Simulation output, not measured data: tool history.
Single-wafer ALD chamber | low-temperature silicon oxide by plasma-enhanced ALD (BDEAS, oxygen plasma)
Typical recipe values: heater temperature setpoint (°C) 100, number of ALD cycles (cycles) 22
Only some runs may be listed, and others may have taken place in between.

run     day  heater temperature setpoint (°C)  number of ALD cycles (cycles)  wafers since the last listed run  hours since the last thermocouple change  hours since the gauge calibration  read-back reference wafer on the same gauge, thickness_nm  mean film thickness on the monitor wafer (Å)
  1       0                               100                             22                                 0                                    2421.1                                283                                                      3.798                                         33.45
  2   0.875                               100                             22                               349                                    2442.1                                304                                                      3.798                                         33.71
  3   2.029                               100                             22                               460                                    2469.8                              331.7                                                      3.791                                         33.55
  4   3.258                               110                             22                               490                                    2499.3                              361.2                                                      3.789                                         32.92
  5   4.633                               110                             22                               549                                    2532.3                              394.2                                                      3.786                                         32.67
  6   5.617                               100                             22                               392                                    2555.9                              417.8                                                      3.781                                         33.34
  7   6.808                               100                             22                               475                                    2584.5                              446.4                                                      3.775                                         33.34
  8   7.529                               100                             22                               287                                    2601.8                              463.7                                                      3.773                                          33.1
  9   8.388                               100                             22                               342                                    2622.4                              484.3                                                      3.774                                         33.33
 10   9.862                               100                             22                               589                                    2657.8                              519.7                                                      3.767                                         33.26
     12.683  -- thermocouple changed; heater temperature recalibrated
 11  12.712                               100                             22                              1005                                       0.7                              588.1                                                      3.755                                         33.12
 12  13.283                                92                             22                               227                                      14.4                              601.8                                                      3.759                                         34.02
 13  16.467                                92                             22                              1271                                      90.8                              678.2                                                      3.751                                         34.47
     16.771  -- gauge calibrated
 14  17.908                                92                             22                               575                                     125.4                               27.3                                                      3.833                                         34.97
 15  18.588                               111                             19                               271                                     141.7                               43.6                                                      3.832                                         28.55
 16  19.104                               100                             22                               206                                     154.1                                 56                                                      3.828                                         34.01
 17  20.329                               100                             22                               489                                     183.5                               85.4                                                      3.825                                         33.78
 18  21.638                               100                             22                               522                                     214.9                              116.8                                                      3.824                                         33.95
 19  23.121                                96                             25                               592                                     250.5                              152.4                                                      3.817                                         39.38
 20  23.783                                95                             18                               264                                     266.4                              168.3                                                      3.816                                         28.23
 21  24.529                               114                             24                               297                                     284.3                              186.2                                                      3.809                                         35.68
 22  25.258                                94                             24                               291                                     301.8                              203.7                                                      3.814                                         37.74
 23  26.054                               100                             18                               317                                     320.9                              222.8                                                      3.804                                         27.53
 24  27.275                                88                             26                               487                                     350.2                              252.1                                                        3.8                                         41.84
 25  29.662                               106                             22                               953                                     407.5                              309.4                                                      3.796                                         33.03
 26  30.171                               100                             22                               203                                     419.7                              321.6                                                      3.793                                         33.49
 27  31.071                               100                             26                               359                                     441.3                              343.2                                                       3.79                                         39.75
 28  31.612                               100                             24                               216                                     454.3                              356.2                                                      3.789                                         36.67
 29  32.908                               100                             22                               517                                     485.4                              387.3                                                      3.786                                         33.46
 30  33.554                               106                             25                               257                                     500.9                              402.8                                                      3.779                                         37.27
 31  34.871                                91                             20                               525                                     532.5                              434.4                                                      3.777                                         31.52
 32  35.446                               100                             22                               229                                     546.3                              448.2                                                      3.774                                         33.25
 33  36.121                               100                             22                               269                                     562.5                              464.4                                                      3.781                                         33.47
 34  37.529                               100                             22                               562                                     596.3                              498.2                                                      3.771                                         33.16
 35    38.5                               100                             22                               387                                     619.6                              521.5                                                      3.766                                          33.2

Run-by-run hidden state of the tool:
wafer temperature above the value expected at the setpoint (K): 0 across all the runs
H1: gauge reads high (%)
run       H1
  1   -0.834
  2   -0.905
  3       -1
  4     -1.1
  5    -1.21
  6    -1.29
  7    -1.39
  8    -1.45
  9    -1.52
 10    -1.64
 11    -1.88
 12    -1.92
 13    -2.18
 14   0.0614
 15  0.00574
 16  -0.0366
 17   -0.137
 18   -0.244
 19   -0.366
 20    -0.42
 21   -0.482
 22   -0.541
 23   -0.607
 24   -0.707
 25   -0.903
 26   -0.944
 27    -1.02
 28    -1.06
 29    -1.17
 30    -1.22
 31    -1.33
 32    -1.38
 33    -1.43
 34    -1.55
 35    -1.63

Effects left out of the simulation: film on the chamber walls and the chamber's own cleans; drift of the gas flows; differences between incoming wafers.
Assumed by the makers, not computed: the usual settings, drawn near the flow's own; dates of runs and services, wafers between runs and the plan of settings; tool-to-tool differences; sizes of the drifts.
